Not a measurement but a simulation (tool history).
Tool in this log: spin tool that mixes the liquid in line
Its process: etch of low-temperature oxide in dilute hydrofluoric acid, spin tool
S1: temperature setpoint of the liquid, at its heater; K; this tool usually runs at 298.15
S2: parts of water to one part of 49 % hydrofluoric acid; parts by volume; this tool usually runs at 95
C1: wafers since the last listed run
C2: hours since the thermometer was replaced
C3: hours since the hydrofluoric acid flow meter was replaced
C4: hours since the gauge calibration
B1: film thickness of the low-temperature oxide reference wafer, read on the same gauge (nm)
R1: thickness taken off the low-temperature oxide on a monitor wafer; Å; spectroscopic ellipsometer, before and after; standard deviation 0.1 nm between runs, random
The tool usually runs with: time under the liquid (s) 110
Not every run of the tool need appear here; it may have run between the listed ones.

run 1 hour=0.0 | S1=298.15 S2=60 time_under_the_liquid_(s)=110 | C1=0 C2=748.8 C3=1503.1 C4=130.6 | B1=69.99 | R1=203.9
run 2 hour=14.2 | S1=298.15 S2=60 time_under_the_liquid_(s)=110 | C1=99 C2=763.0 C3=1517.3 C4=144.8 | B1=69.99 | R1=200.9
run 3 hour=23.8 | S1=298.15 S2=60 time_under_the_liquid_(s)=110 | C1=67 C2=772.6 C3=1526.9 C4=154.4 | B1=70.03 | R1=200.3
run 4 hour=35.2 | S1=298.15 S2=95 time_under_the_liquid_(s)=60 | C1=79 C2=784.0 C3=1538.3 C4=165.8 | B1=70.00 | R1=66.1
run 5 hour=44.4 | S1=298.15 S2=95 time_under_the_liquid_(s)=110 | C1=64 C2=793.2 C3=1547.5 C4=175.0 | B1=69.99 | R1=123.4
run 6 hour=60.0 | S1=299.65 S2=95 time_under_the_liquid_(s)=110 | C1=108 C2=808.8 C3=1563.1 C4=190.6 | B1=70.02 | R1=131.2
run 7 hour=71.1 | S1=299.65 S2=95 time_under_the_liquid_(s)=110 | C1=77 C2=819.9 C3=1574.2 C4=201.7 | B1=69.97 | R1=129.4
-- hour=78.3 gauge calibrated
run 8 hour=83.6 | S1=298.15 S2=95 time_under_the_liquid_(s)=110 | C1=87 C2=832.4 C3=1586.7 C4=5.3 | B1=70.01 | R1=123.6
run 9 hour=90.7 | S1=298.15 S2=95 time_under_the_liquid_(s)=110 | C1=49 C2=839.5 C3=1593.8 C4=12.4 | B1=69.99 | R1=123.7
run 10 hour=102.7 | S1=298.15 S2=55 time_under_the_liquid_(s)=110 | C1=83 C2=851.5 C3=1605.8 C4=24.4 | B1=69.99 | R1=224.1
run 11 hour=112.3 | S1=300.65 S2=120 time_under_the_liquid_(s)=110 | C1=67 C2=861.1 C3=1615.4 C4=34.0 | B1=70.03 | R1=103.3
-- hour=131.0 thermometer replaced
run 12 hour=141.9 | S1=300.65 S2=120 time_under_the_liquid_(s)=110 | C1=199 C2=10.9 C3=1645.0 C4=63.6 | B1=69.99 | R1=104.1
run 13 hour=148.5 | S1=300.65 S2=120 time_under_the_liquid_(s)=110 | C1=46 C2=17.5 C3=1651.6 C4=70.2 | B1=70.01 | R1=104.5
run 14 hour=163.5 | S1=296.15 S2=110 time_under_the_liquid_(s)=60 | C1=104 C2=32.5 C3=1666.6 C4=85.2 | B1=70.00 | R1=52.7
run 15 hour=176.2 | S1=295.15 S2=50 time_under_the_liquid_(s)=80 | C1=88 C2=45.2 C3=1679.3 C4=97.9 | B1=69.98 | R1=159.0
run 16 hour=211.1 | S1=302.15 S2=95 time_under_the_liquid_(s)=175 | C1=243 C2=80.1 C3=1714.2 C4=132.8 | B1=69.99 | R1=231.3
-- hour=217.9 hydrofluoric acid flow meter replaced
run 17 hour=228.2 | S1=300.15 S2=115 time_under_the_liquid_(s)=130 | C1=112 C2=97.2 C3=10.3 C4=149.9 | B1=70.00 | R1=126.5
run 18 hour=244.5 | S1=298.15 S2=60 time_under_the_liquid_(s)=110 | C1=113 C2=113.5 C3=26.6 C4=166.2 | B1=70.00 | R1=205.1
run 19 hour=259.6 | S1=293.15 S2=60 time_under_the_liquid_(s)=110 | C1=105 C2=128.6 C3=41.7 C4=181.3 | B1=70.01 | R1=167.6
run 20 hour=275.8 | S1=298.15 S2=95 time_under_the_liquid_(s)=75 | C1=113 C2=144.8 C3=57.9 C4=197.5 | B1=69.99 | R1=83.7
-- hour=292.1 gauge calibrated
run 21 hour=296.3 | S1=296.65 S2=95 time_under_the_liquid_(s)=65 | C1=143 C2=165.3 C3=78.4 C4=4.2 | B1=69.99 | R1=68.7
run 22 hour=312.7 | S1=302.65 S2=95 time_under_the_liquid_(s)=170 | C1=114 C2=181.7 C3=94.8 C4=20.6 | B1=70.03 | R1=221.3
run 23 hour=322.5 | S1=298.15 S2=135 time_under_the_liquid_(s)=110 | C1=68 C2=191.5 C3=104.6 C4=30.4 | B1=69.99 | R1=82.9
run 24 hour=334.4 | S1=298.15 S2=95 time_under_the_liquid_(s)=110 | C1=83 C2=203.4 C3=116.5 C4=42.3 | B1=70.03 | R1=121.9
run 25 hour=351.9 | S1=296.15 S2=95 time_under_the_liquid_(s)=110 | C1=122 C2=220.9 C3=134.0 C4=59.8 | B1=70.00 | R1=113.1
run 26 hour=365.3 | S1=302.65 S2=125 time_under_the_liquid_(s)=45 | C1=93 C2=234.3 C3=147.4 C4=73.2 | B1=69.99 | R1=43.7
run 27 hour=378.7 | S1=298.15 S2=145 time_under_the_liquid_(s)=110 | C1=93 C2=247.7 C3=160.8 C4=86.6 | B1=69.99 | R1=75.4

For each run, what was the tool's unlogged condition?
liquid hotter than its thermometer reads (K): 0 across all the runs
hydrofluoric acid flow above the setpoint (%): 0 across all the runs
gauge reads high (%): 0 across all the runs

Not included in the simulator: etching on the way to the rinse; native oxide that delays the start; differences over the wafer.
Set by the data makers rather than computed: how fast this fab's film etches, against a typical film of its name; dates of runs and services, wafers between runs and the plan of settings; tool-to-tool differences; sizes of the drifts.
